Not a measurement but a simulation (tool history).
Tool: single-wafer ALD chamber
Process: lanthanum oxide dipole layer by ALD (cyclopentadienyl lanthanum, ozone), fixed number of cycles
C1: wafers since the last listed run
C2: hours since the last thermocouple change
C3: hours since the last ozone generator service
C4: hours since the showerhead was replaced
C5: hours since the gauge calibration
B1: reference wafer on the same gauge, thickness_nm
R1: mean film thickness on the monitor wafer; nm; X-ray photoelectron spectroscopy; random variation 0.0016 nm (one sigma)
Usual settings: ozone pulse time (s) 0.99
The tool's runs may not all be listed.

Run 1, hour 0: usual settings; C1 0; C2 1329.9; C3 1192.1; C4 5358.2; C5 292; B1 0.639. Result: R1 0.538 nm.
Run 2, hour 49.6: usual settings; C1 748; C2 1379.5; C3 1241.7; C4 5407.8; C5 341.6; B1 0.639. Result: R1 0.535 nm.
Run 3, hour 94.1: usual settings; C1 671; C2 1424; C3 1286.2; C4 5452.3; C5 386.1; B1 0.639. Result: R1 0.537 nm.
Run 4, hour 135.4: usual settings; C1 623; C2 1465.3; C3 1327.5; C4 5493.6; C5 427.4; B1 0.639. Result: R1 0.538 nm.
Run 5, hour 197.8: usual settings; C1 941; C2 1527.7; C3 1389.9; C4 5556; C5 489.8; B1 0.639. Result: R1 0.536 nm.
Run 6, hour 232.6: usual settings; C1 525; C2 1562.5; C3 1424.7; C4 5590.8; C5 524.6; B1 0.639. Result: R1 0.535 nm.
Run 7, hour 300.3: usual settings; C1 1021; C2 1630.2; C3 1492.4; C4 5658.5; C5 592.3; B1 0.639. Result: R1 0.532 nm.
Run 8, hour 335.1: usual settings; C1 525; C2 1665; C3 1527.2; C4 5693.3; C5 627.1; B1 0.639. Result: R1 0.535 nm.
At hour 363.4: ozone generator serviced.
Run 9, hour 363.9: usual settings; C1 313; C2 1693.8; C3 0.5; C4 5722.1; C5 655.9; B1 0.639. Result: R1 0.546 nm.
Run 10, hour 403.3: usual settings; C1 594; C2 1733.2; C3 39.9; C4 5761.5; C5 695.3; B1 0.639. Result: R1 0.547 nm.
Run 11, hour 474.4: usual settings but ozone pulse time (s) 1.33; C1 1072; C2 1804.3; C3 111; C4 5832.6; C5 766.4; B1 0.639. Result: R1 0.597 nm.
Run 12, hour 529.7: usual settings but ozone pulse time (s) 0.77; C1 834; C2 1859.6; C3 166.3; C4 5887.9; C5 821.7; B1 0.638. Result: R1 0.491 nm.
At hour 576.5: showerhead replaced, of another model than before.
Run 13, hour 599.5: usual settings; C1 932; C2 1929.4; C3 236.1; C4 23; C5 891.5; B1 0.639. Result: R1 0.549 nm.
Run 14, hour 651.7: usual settings but ozone pulse time (s) 0.85; C1 787; C2 1981.6; C3 288.3; C4 75.2; C5 943.7; B1 0.64. Result: R1 0.524 nm.
At hour 652.7: gauge calibrated.
At hour 666.7: thermocouple changed; heater temperature recalibrated.
Run 15, hour 698.2: usual settings but ozone pulse time (s) 0.87; C1 580; C2 31.5; C3 334.8; C4 121.7; C5 45.5; B1 0.639. Result: R1 0.527 nm.
Run 16, hour 803.7: usual settings but ozone pulse time (s) 0.61; C1 1591; C2 137; C3 440.3; C4 227.2; C5 151; B1 0.639. Result: R1 0.466 nm.
Run 17, hour 873.9: usual settings but ozone pulse time (s) 1.32; C1 1059; C2 207.2; C3 510.5; C4 297.4; C5 221.2; B1 0.639. Result: R1 0.587 nm.

Hidden state or all else? Some run-to-run changes of R1, split into what the settings, what came in and random variation would give without the hidden state, and what is left for the hidden state (with any gauge scatter that isn't in both results):
The hidden state here: wafer temperature above the value expected at the setpoint (K); ozone dose above that of a generator just serviced (%); gauge reads high (%).
Run 8 -> 9: ozone generator serviced. R1 +0.011 nm: hidden state +0.015, all else -0.004.
Run 16 -> 17: ozone pulse time (s) 0.61 -> 1.32. R1 +0.121 nm: hidden state +0, all else +0.121.
